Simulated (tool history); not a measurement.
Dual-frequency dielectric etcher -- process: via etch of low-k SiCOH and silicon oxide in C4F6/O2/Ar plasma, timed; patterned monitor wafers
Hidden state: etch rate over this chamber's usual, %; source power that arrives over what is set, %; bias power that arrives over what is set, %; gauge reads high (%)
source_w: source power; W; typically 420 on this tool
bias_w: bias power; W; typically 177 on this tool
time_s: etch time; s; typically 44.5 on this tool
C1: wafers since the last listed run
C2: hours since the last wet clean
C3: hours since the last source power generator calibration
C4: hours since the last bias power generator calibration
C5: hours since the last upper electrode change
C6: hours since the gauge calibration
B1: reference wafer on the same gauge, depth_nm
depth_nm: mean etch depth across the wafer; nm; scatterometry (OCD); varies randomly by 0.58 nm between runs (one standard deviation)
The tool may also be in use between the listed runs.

run 1 hour=0 | source_w=420 bias_w=149 time_s=44.5 | C1=0 C2=251.2 C3=3923 C4=3302 C5=3661 C6=25 | B1=93.9 | depth_nm=107.2
run 2 hour=30.5 | source_w=420 bias_w=149 time_s=44.5 | C1=346 C2=281.7 C3=3953.5 C4=3332.5 C5=3691.5 C6=55.5 | B1=94 | depth_nm=107.9
run 3 hour=57.5 | source_w=420 bias_w=149 time_s=44.5 | C1=307 C2=308.7 C3=3980.5 C4=3359.5 C5=3718.5 C6=82.5 | B1=94 | depth_nm=109.7
run 4 hour=76.3 | source_w=470 bias_w=177 time_s=44.5 | C1=213 C2=327.5 C3=3999.3 C4=3378.3 C5=3737.3 C6=101.3 | B1=94 | depth_nm=118.9
run 5 hour=103.6 | source_w=470 bias_w=177 time_s=44.5 | C1=310 C2=354.8 C3=4026.6 C4=3405.6 C5=3764.6 C6=128.6 | B1=94.2 | depth_nm=118
run 6 hour=117 | source_w=380 bias_w=177 time_s=34 | C1=152 C2=368.2 C3=4040 C4=3419 C5=3778 C6=142 | B1=93.9 | depth_nm=83.4
run 7 hour=139.7 | source_w=380 bias_w=177 time_s=34 | C1=258 C2=390.9 C3=4062.7 C4=3441.7 C5=3800.7 C6=164.7 | B1=93.9 | depth_nm=84.1
run 8 hour=156.2 | source_w=420 bias_w=177 time_s=44.5 | C1=187 C2=407.4 C3=4079.2 C4=3458.2 C5=3817.2 C6=181.2 | B1=94 | depth_nm=113
-- hour=210.8 bias power generator calibrated
-- hour=220.8 source power generator calibrated
run 9 hour=234.2 | source_w=420 bias_w=177 time_s=44.5 | C1=796 C2=485.4 C3=13.4 C4=23.4 C5=3895.2 C6=259.2 | B1=94 | depth_nm=113.9
-- hour=270.7 wet clean of the chamber
run 10 hour=271.2 | source_w=470 bias_w=189 time_s=56.5 | C1=147 C2=0.5 C3=50.4 C4=60.4 C5=3932.2 C6=296.2 | B1=94.1 | depth_nm=158.8
-- hour=313.8 gauge calibrated
-- hour=323.1 upper electrode replaced
-- hour=333.3 wet clean of the chamber, repeated, since the last time left the tool worse
run 11 hour=333.8 | source_w=390 bias_w=177 time_s=44.5 | C1=322 C2=0.5 C3=113 C4=123 C5=10.7 C6=20 | B1=94 | depth_nm=107
run 12 hour=362.5 | source_w=480 bias_w=177 time_s=40 | C1=326 C2=29.2 C3=141.7 C4=151.7 C5=39.4 C6=48.7 | B1=94 | depth_nm=105.4
run 13 hour=380 | source_w=420 bias_w=199 time_s=40 | C1=199 C2=46.7 C3=159.2 C4=169.2 C5=56.9 C6=66.2 | B1=93.9 | depth_nm=103.4
run 14 hour=395.2 | source_w=420 bias_w=177 time_s=44.5 | C1=172 C2=61.9 C3=174.4 C4=184.4 C5=72.1 C6=81.4 | B1=94 | depth_nm=112.3
run 15 hour=428.7 | source_w=510 bias_w=147 time_s=49.5 | C1=381 C2=95.4 C3=207.9 C4=217.9 C5=105.6 C6=114.9 | B1=93.9 | depth_nm=128.7
run 16 hour=443.8 | source_w=420 bias_w=164 time_s=48.5 | C1=171 C2=110.5 C3=223 C4=233 C5=120.7 C6=130 | B1=94.1 | depth_nm=120.3
run 17 hour=472.4 | source_w=420 bias_w=149 time_s=44.5 | C1=325 C2=139.1 C3=251.6 C4=261.6 C5=149.3 C6=158.6 | B1=93.9 | depth_nm=106.4
run 18 hour=485.1 | source_w=390 bias_w=177 time_s=51.5 | C1=144 C2=151.8 C3=264.3 C4=274.3 C5=162 C6=171.3 | B1=94.1 | depth_nm=125.7

5 ways to go on from here, each from the tool as it stands after run 18. What would each give?
run A hour=485.5 | source_w=420 bias_w=177 time_s=33.5 | C1=4 C2=152.2 C3=264.7 C4=274.7 C5=162.4 C6=171.7 | B1=? | depth_nm=?
run B hour=485.5 | source_w=450 bias_w=177 time_s=44.5 | C1=4 C2=152.2 C3=264.7 C4=274.7 C5=162.4 C6=171.7 | B1=? | depth_nm=?
run C hour=485.5 | source_w=510 bias_w=158 time_s=49 | C1=4 C2=152.2 C3=264.7 C4=274.7 C5=162.4 C6=171.7 | B1=? | depth_nm=?
run D hour=485.5 | source_w=420 bias_w=146 time_s=34 | C1=4 C2=152.2 C3=264.7 C4=274.7 C5=162.4 C6=171.7 | B1=? | depth_nm=?
run E hour=485.5 | source_w=500 bias_w=177 time_s=32 | C1=4 C2=152.2 C3=264.7 C4=274.7 C5=162.4 C6=171.7 | B1=? | depth_nm=?

run=A B1=94 depth_nm=83.9
run=B B1=94 depth_nm=114.9
run=C B1=94 depth_nm=130.1
run=D B1=94 depth_nm=81.4
run=E B1=94 depth_nm=86.5
Without the tool's unlogged condition, the same runs would have read:
run=A depth_nm=83
run=B depth_nm=113.7
run=C depth_nm=128.6
run=D depth_nm=80.5
run=E depth_nm=85.6

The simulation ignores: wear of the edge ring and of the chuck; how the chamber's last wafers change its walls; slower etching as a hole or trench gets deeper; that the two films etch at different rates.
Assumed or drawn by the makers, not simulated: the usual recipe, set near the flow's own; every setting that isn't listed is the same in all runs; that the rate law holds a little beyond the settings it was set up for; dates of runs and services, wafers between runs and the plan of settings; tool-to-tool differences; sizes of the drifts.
